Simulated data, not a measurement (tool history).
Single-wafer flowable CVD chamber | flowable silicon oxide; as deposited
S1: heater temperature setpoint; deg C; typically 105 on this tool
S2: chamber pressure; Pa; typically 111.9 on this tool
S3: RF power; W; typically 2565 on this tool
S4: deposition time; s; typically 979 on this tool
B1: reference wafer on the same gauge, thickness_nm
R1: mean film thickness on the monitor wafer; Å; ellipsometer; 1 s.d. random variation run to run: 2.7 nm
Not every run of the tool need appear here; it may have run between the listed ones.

run    hour   S1     S2    S3    S4       B1       R1
  1     0.0  105  111.9  2280   979  461.757  5404.02
  2    56.4  105  111.9  2280   979  462.195  5364.61
  3   118.1  105  111.9  2565   979  461.973  5480.98
  4   214.0  105  111.9  2565   979  461.877  5521.44
  5   306.6  105  111.9  2565   979  462.028  5538.63
  6   410.0  105  111.9  2375   979  462.035  5422.56
  7   499.9  105  111.9  2565   979  461.579  5544.35
  8   539.8  105  111.9  2565   979  461.572  5485.45
      809.1  -- RF generator calibrated
  9   819.1   98  111.9  2565  1108  462.048  7681.24
      833.2  -- gauge calibrated
 10   883.5   98  111.9  2565  1108  461.829  7622.92
 11   984.9   98  111.9  2565  1108  462.123  7611.10
 12  1024.9   98  111.9  2565  1108  460.914  7703.71
     1332.0  -- showerhead replaced
     1335.4  -- thermocouple changed; heater temperature recalibrated
 13  1340.7  105  111.9  2230  1122  461.896  6237.86
 14  1424.0  113   92.9  2365   810  461.729  2992.71
 15  1502.0   92  111.9  2565   979  462.369  8069.27
     1523.2  -- capacitance manometer re-zeroed and calibrated
 16  1580.6  105  111.9  2290   979  462.059  5387.54
 17  1625.5   99   85.5  2565   979  462.642  5048.93
 18  1846.1  105  111.9  2565   979  461.861  5483.27
 19  1892.0  105  111.9  2565  1170  462.240  6569.53
 20  1944.9  105  131.5  2565   979  462.493  6462.76
 21  2022.6   98   91.6  2565   979  462.285  5586.82
 22  2077.9  118  111.9  2565  1082  461.992  4248.92
 23  2166.1  105  111.9  2565   979  462.101  5524.59

What if the next run were any one of these 5? Each begins from the tool's condition after run 23:
  A  2166.8  105  134.4  2565   979   ?   ?
  B  2166.8  105  111.9  2155   979   ?   ?
  C  2166.8   92   84.3  2945   903   ?   ?
  D  2166.8  105  121.2  2395   979   ?   ?
  E  2166.8   91  111.9  2925  1103   ?   ?

run       B1       R1
  A  460.914  6567.86
  B  460.914  5329.17
  C  460.914  5647.65
  D  460.914  5874.02
  E  460.914  9428.81
With the hidden condition removed and each run's random variation left untouched, the same runs would have given:
run       R1
  A  6567.86
  B  5329.17
  C  5647.65
  D  5874.02
  E  9428.81
